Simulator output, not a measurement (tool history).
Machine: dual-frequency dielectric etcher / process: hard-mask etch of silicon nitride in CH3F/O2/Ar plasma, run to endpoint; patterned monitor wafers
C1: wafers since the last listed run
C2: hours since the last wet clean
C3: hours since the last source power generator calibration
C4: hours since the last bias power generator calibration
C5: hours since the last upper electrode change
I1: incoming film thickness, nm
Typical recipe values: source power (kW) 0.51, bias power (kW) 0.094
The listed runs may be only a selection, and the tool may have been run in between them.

{"run": 1, "day": 0.0, "source power (kW)": 0.51, "bias power (kW)": 0.094, "C1": 0, "C2": 279.9, "C3": 4613.3, "C4": 1479, "C5": 3896.9, "I1": 50.8, "endpoint time (s)": 67.2}
{"run": 2, "day": 0.588, "source power (kW)": 0.51, "bias power (kW)": 0.094, "C1": 140, "C2": 294, "C3": 4627.4, "C4": 1493.1, "C5": 3911, "I1": 50.2, "endpoint time (s)": 65.9}
{"run": 3, "day": 0.958, "source power (kW)": 0.51, "bias power (kW)": 0.094, "C1": 88, "C2": 302.9, "C3": 4636.3, "C4": 1502, "C5": 3919.9, "I1": 50.6, "endpoint time (s)": 67}
{"run": 4, "day": 1.642, "source power (kW)": 0.51, "bias power (kW)": 0.094, "C1": 163, "C2": 319.3, "C3": 4652.7, "C4": 1518.4, "C5": 3936.3, "I1": 50.6, "endpoint time (s)": 66.4}
{"run": 5, "day": 2.296, "source power (kW)": 0.51, "bias power (kW)": 0.094, "C1": 156, "C2": 335, "C3": 4668.4, "C4": 1534.1, "C5": 3952, "I1": 50.5, "endpoint time (s)": 66.4}
{"day": 2.971, "done": "bias power generator calibrated"}
{"run": 6, "day": 3.046, "source power (kW)": 0.51, "bias power (kW)": 0.094, "C1": 139, "C2": 353, "C3": 4686.4, "C4": 1.8, "C5": 3970, "I1": 50.7, "endpoint time (s)": 65.9}
{"run": 7, "day": 3.329, "source power (kW)": 0.51, "bias power (kW)": 0.094, "C1": 67, "C2": 359.8, "C3": 4693.2, "C4": 8.6, "C5": 3976.8, "I1": 50.8, "endpoint time (s)": 67}
{"run": 8, "day": 3.892, "source power (kW)": 0.51, "bias power (kW)": 0.094, "C1": 134, "C2": 373.3, "C3": 4706.7, "C4": 22.1, "C5": 3990.3, "I1": 50.5, "endpoint time (s)": 66.4}
{"run": 9, "day": 4.508, "source power (kW)": 0.6, "bias power (kW)": 0.11, "C1": 147, "C2": 388.1, "C3": 4721.5, "C4": 36.9, "C5": 4005.1, "I1": 50.9, "endpoint time (s)": 55.9}
{"run": 10, "day": 4.892, "source power (kW)": 0.51, "bias power (kW)": 0.094, "C1": 91, "C2": 397.3, "C3": 4730.7, "C4": 46.1, "C5": 4014.3, "I1": 50.8, "endpoint time (s)": 66.9}
{"day": 6.021, "done": "upper electrode replaced, of another model than before"}
{"run": 11, "day": 6.042, "source power (kW)": 0.48, "bias power (kW)": 0.094, "C1": 35, "C2": 424.9, "C3": 4758.3, "C4": 73.7, "C5": 0.5, "I1": 50.7, "endpoint time (s)": 71}
{"run": 12, "day": 6.058, "source power (kW)": 0.48, "bias power (kW)": 0.094, "C1": 3, "C2": 425.3, "C3": 4758.7, "C4": 74.1, "C5": 0.9, "I1": 50.4, "endpoint time (s)": 70.4}
{"run": 13, "day": 6.096, "source power (kW)": 0.51, "bias power (kW)": 0.094, "C1": 8, "C2": 426.2, "C3": 4759.6, "C4": 75, "C5": 1.8, "I1": 50.6, "endpoint time (s)": 66.7}
{"run": 14, "day": 6.796, "source power (kW)": 0.63, "bias power (kW)": 0.11, "C1": 167, "C2": 443, "C3": 4776.4, "C4": 91.8, "C5": 18.6, "I1": 51, "endpoint time (s)": 49.5}
{"day": 7.942, "done": "wet clean of the chamber"}
{"run": 15, "day": 7.962, "source power (kW)": 0.4, "bias power (kW)": 0.094, "C1": 39, "C2": 0.5, "C3": 4804.4, "C4": 119.8, "C5": 46.6, "I1": 51, "endpoint time (s)": 95.2}
{"run": 16, "day": 7.975, "source power (kW)": 0.55, "bias power (kW)": 0.084, "C1": 2, "C2": 0.8, "C3": 4804.7, "C4": 120.1, "C5": 46.9, "I1": 50.6, "endpoint time (s)": 69.9}
{"run": 17, "day": 7.988, "source power (kW)": 0.44, "bias power (kW)": 0.109, "C1": 2, "C2": 1.1, "C3": 4805, "C4": 120.4, "C5": 47.2, "I1": 50.9, "endpoint time (s)": 72.3}
{"run": 18, "day": 8.525, "source power (kW)": 0.61, "bias power (kW)": 0.094, "C1": 128, "C2": 14, "C3": 4817.9, "C4": 133.3, "C5": 60.1, "I1": 51.5, "endpoint time (s)": 58.6}
{"run": 19, "day": 8.892, "source power (kW)": 0.62, "bias power (kW)": 0.106, "C1": 87, "C2": 22.8, "C3": 4826.7, "C4": 142.1, "C5": 68.9, "I1": 50.9, "endpoint time (s)": 52.5}
{"run": 20, "day": 9.179, "source power (kW)": 0.45, "bias power (kW)": 0.094, "C1": 68, "C2": 29.7, "C3": 4833.6, "C4": 149, "C5": 75.8, "I1": 50.3, "endpoint time (s)": 77.6}
{"run": 21, "day": 9.85, "source power (kW)": 0.41, "bias power (kW)": 0.094, "C1": 160, "C2": 45.8, "C3": 4849.7, "C4": 165.1, "C5": 91.9, "I1": 50.9, "endpoint time (s)": 90.8}
{"run": 22, "day": 10.146, "source power (kW)": 0.58, "bias power (kW)": 0.094, "C1": 70, "C2": 52.9, "C3": 4856.8, "C4": 172.2, "C5": 99, "I1": 51.2, "endpoint time (s)": 61.1}
{"run": 23, "day": 10.796, "source power (kW)": 0.51, "bias power (kW)": 0.094, "C1": 155, "C2": 68.5, "C3": 4872.4, "C4": 187.8, "C5": 114.6, "I1": 50.7, "endpoint time (s)": 67.1}
{"day": 11.229, "done": "source power generator calibrated"}
{"run": 24, "day": 11.338, "source power (kW)": 0.51, "bias power (kW)": 0.094, "C1": 89, "C2": 81.5, "C3": 2.6, "C4": 200.8, "C5": 127.6, "I1": 50.8, "endpoint time (s)": 68.5}
{"run": 25, "day": 11.796, "source power (kW)": 0.62, "bias power (kW)": 0.081, "C1": 109, "C2": 92.5, "C3": 13.6, "C4": 211.8, "C5": 138.6, "I1": 50.2, "endpoint time (s)": 63.7}
{"run": 26, "day": 12.321, "source power (kW)": 0.51, "bias power (kW)": 0.082, "C1": 125, "C2": 105.1, "C3": 26.2, "C4": 224.4, "C5": 151.2, "I1": 50.6, "endpoint time (s)": 75.7}
{"run": 27, "day": 12.754, "source power (kW)": 0.6, "bias power (kW)": 0.077, "C1": 103, "C2": 115.5, "C3": 36.6, "C4": 234.8, "C5": 161.6, "I1": 51.3, "endpoint time (s)": 69.7}
{"run": 28, "day": 13.417, "source power (kW)": 0.61, "bias power (kW)": 0.083, "C1": 158, "C2": 131.4, "C3": 52.5, "C4": 250.7, "C5": 177.5, "I1": 50.7, "endpoint time (s)": 63.5}
{"run": 29, "day": 13.942, "source power (kW)": 0.51, "bias power (kW)": 0.086, "C1": 125, "C2": 144, "C3": 65.1, "C4": 263.3, "C5": 190.1, "I1": 51, "endpoint time (s)": 73.1}
{"run": 30, "day": 15.138, "source power (kW)": 0.51, "bias power (kW)": 0.094, "C1": 286, "C2": 172.7, "C3": 93.8, "C4": 292, "C5": 218.8, "I1": 50.8, "endpoint time (s)": 68.2}
{"run": 31, "day": 15.667, "source power (kW)": 0.44, "bias power (kW)": 0.094, "C1": 126, "C2": 185.4, "C3": 106.5, "C4": 304.7, "C5": 231.5, "I1": 51.1, "endpoint time (s)": 80.8}
{"run": 32, "day": 16.208, "source power (kW)": 0.44, "bias power (kW)": 0.094, "C1": 129, "C2": 198.4, "C3": 119.5, "C4": 317.7, "C5": 244.5, "I1": 50.6, "endpoint time (s)": 80.2}
{"run": 33, "day": 16.575, "source power (kW)": 0.41, "bias power (kW)": 0.075, "C1": 87, "C2": 207.2, "C3": 128.3, "C4": 326.5, "C5": 253.3, "I1": 51, "endpoint time (s)": 112.7}
{"run": 34, "day": 17.008, "source power (kW)": 0.55, "bias power (kW)": 0.107, "C1": 103, "C2": 217.6, "C3": 138.7, "C4": 336.9, "C5": 263.7, "I1": 50.9, "endpoint time (s)": 56.6}

Here are 5 independent what-if runs from the current tool condition. What would each one return?
{"run": "A", "day": 17.025, "source power (kW)": 0.51, "bias power (kW)": 0.072, "C1": 3, "C2": 218, "C3": 139.1, "C4": 337.3, "C5": 264.1, "I1": 51, "endpoint time (s)": "?"}
{"run": "B", "day": 17.025, "source power (kW)": 0.51, "bias power (kW)": 0.071, "C1": 3, "C2": 218, "C3": 139.1, "C4": 337.3, "C5": 264.1, "I1": 51, "endpoint time (s)": "?"}
{"run": "C", "day": 17.025, "source power (kW)": 0.39, "bias power (kW)": 0.072, "C1": 3, "C2": 218, "C3": 139.1, "C4": 337.3, "C5": 264.1, "I1": 51, "endpoint time (s)": "?"}
{"run": "D", "day": 17.025, "source power (kW)": 0.55, "bias power (kW)": 0.086, "C1": 3, "C2": 218, "C3": 139.1, "C4": 337.3, "C5": 264.1, "I1": 51, "endpoint time (s)": "?"}
{"run": "E", "day": 17.025, "source power (kW)": 0.56, "bias power (kW)": 0.107, "C1": 3, "C2": 218, "C3": 139.1, "C4": 337.3, "C5": 264.1, "I1": 51, "endpoint time (s)": "?"}

run=A endpoint_time_(s)=86.6
run=B endpoint_time_(s)=87.9
run=C endpoint_time_(s)=129.9
run=D endpoint_time_(s)=67.3
run=E endpoint_time_(s)=55.6
The same runs, with their run-to-run variation unchanged, on a tool lacking any hidden condition would have given:
run=A endpoint_time_(s)=87.9
run=B endpoint_time_(s)=89.3
run=C endpoint_time_(s)=131.9
run=D endpoint_time_(s)=68.4
run=E endpoint_time_(s)=56.5
